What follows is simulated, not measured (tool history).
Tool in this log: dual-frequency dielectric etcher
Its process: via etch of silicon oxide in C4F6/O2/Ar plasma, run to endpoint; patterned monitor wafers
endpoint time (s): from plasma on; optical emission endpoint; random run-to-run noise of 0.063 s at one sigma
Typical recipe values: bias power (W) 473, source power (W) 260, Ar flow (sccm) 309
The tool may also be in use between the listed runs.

| run | hour | bias power (W) | source power (W) | Ar flow (sccm) | wafers since the last listed run | hours since the last wet clean | hours since the last bias power generator calibration | hours since the last source power generator calibration | hours since the last Ar flow controller change | hours since the last upper electrode change | incoming incoming film thickness, nm | endpoint time (s) |
|---|---|---|---|---|---|---|---|---|---|---|---|---|
| 1 | 0 | 473 | 260 | 283 | 0 | 142.8 | 4541.8 | 4818.8 | 4506.1 | 2431.9 | 77.5 | 21.1 |
| 2 | 29.5 | 473 | 260 | 283 | 532 | 172.3 | 4571.3 | 4848.3 | 4535.6 | 2461.4 | 77.5 | 21.1 |
|  | 43.6 | source power generator calibrated |
| 3 | 50.9 | 473 | 260 | 283 | 314 | 193.7 | 4592.7 | 7.3 | 4557 | 2482.8 | 77.5 | 21.2 |
| 4 | 68.7 | 473 | 260 | 309 | 321 | 211.5 | 4610.5 | 25.1 | 4574.8 | 2500.6 | 77.1 | 21.3 |
|  | 99.3 | upper electrode replaced |
| 5 | 100.9 | 443 | 260 | 309 | 148 | 243.7 | 4642.7 | 57.3 | 4607 | 1.6 | 77.6 | 22.1 |
|  | 120.3 | bias power generator calibrated |
| 6 | 166.7 | 473 | 260 | 309 | 1116 | 309.5 | 46.4 | 123.1 | 4672.8 | 67.4 | 77.7 | 21.6 |
| 7 | 196.2 | 473 | 260 | 309 | 532 | 339 | 75.9 | 152.6 | 4702.3 | 96.9 | 76.6 | 21.4 |
| 8 | 224.6 | 442 | 320 | 309 | 512 | 367.4 | 104.3 | 181 | 4730.7 | 125.3 | 76.9 | 21.1 |
| 9 | 237.2 | 429 | 260 | 285 | 227 | 380 | 116.9 | 193.6 | 4743.3 | 137.9 | 77.4 | 22.6 |
|  | 269.6 | wet clean of the chamber |
| 10 | 270.1 | 509 | 260 | 309 | 160 | 0.5 | 149.8 | 226.5 | 4776.2 | 170.8 | 77.4 | 20.3 |
| 11 | 280.4 | 473 | 240 | 309 | 186 | 10.8 | 160.1 | 236.8 | 4786.5 | 181.1 | 77.4 | 21.3 |
| 12 | 308.2 | 473 | 260 | 309 | 502 | 38.6 | 187.9 | 264.6 | 4814.3 | 208.9 | 77.1 | 21 |
| 13 | 321.3 | 473 | 260 | 309 | 236 | 51.7 | 201 | 277.7 | 4827.4 | 222 | 77.6 | 21.1 |
| 14 | 357.2 | 507 | 290 | 237 | 648 | 87.6 | 236.9 | 313.6 | 4863.3 | 257.9 | 77.2 | 19.2 |
| 15 | 391.1 | 584 | 260 | 335 | 612 | 121.5 | 270.8 | 347.5 | 4897.2 | 291.8 | 77.5 | 19.4 |
| 16 | 419.2 | 473 | 260 | 246 | 507 | 149.6 | 298.9 | 375.6 | 4925.3 | 319.9 | 77.2 | 20.8 |
| 17 | 446.2 | 503 | 210 | 275 | 487 | 176.6 | 325.9 | 402.6 | 4952.3 | 346.9 | 77.2 | 21.4 |
|  | 468.1 | Ar flow controller replaced |
| 18 | 468.6 | 542 | 210 | 257 | 296 | 199 | 348.3 | 425 | 0.5 | 369.3 | 76.7 | 20.4 |
| 19 | 487.7 | 473 | 260 | 309 | 345 | 218.1 | 367.4 | 444.1 | 19.6 | 388.4 | 77.1 | 21.3 |

Run 20, settings as shown, results not yet in. Your forecast:
| 20 | 516.4 | 555 | 280 | 287 | 518 | 246.8 | 396.1 | 472.8 | 48.3 | 417.1 | 77.3 | ? |

{"run 20": {"endpoint time (s)": 19.4}}
Minus the tool's unlogged condition, the same run would have read endpoint time (s) 19.1.
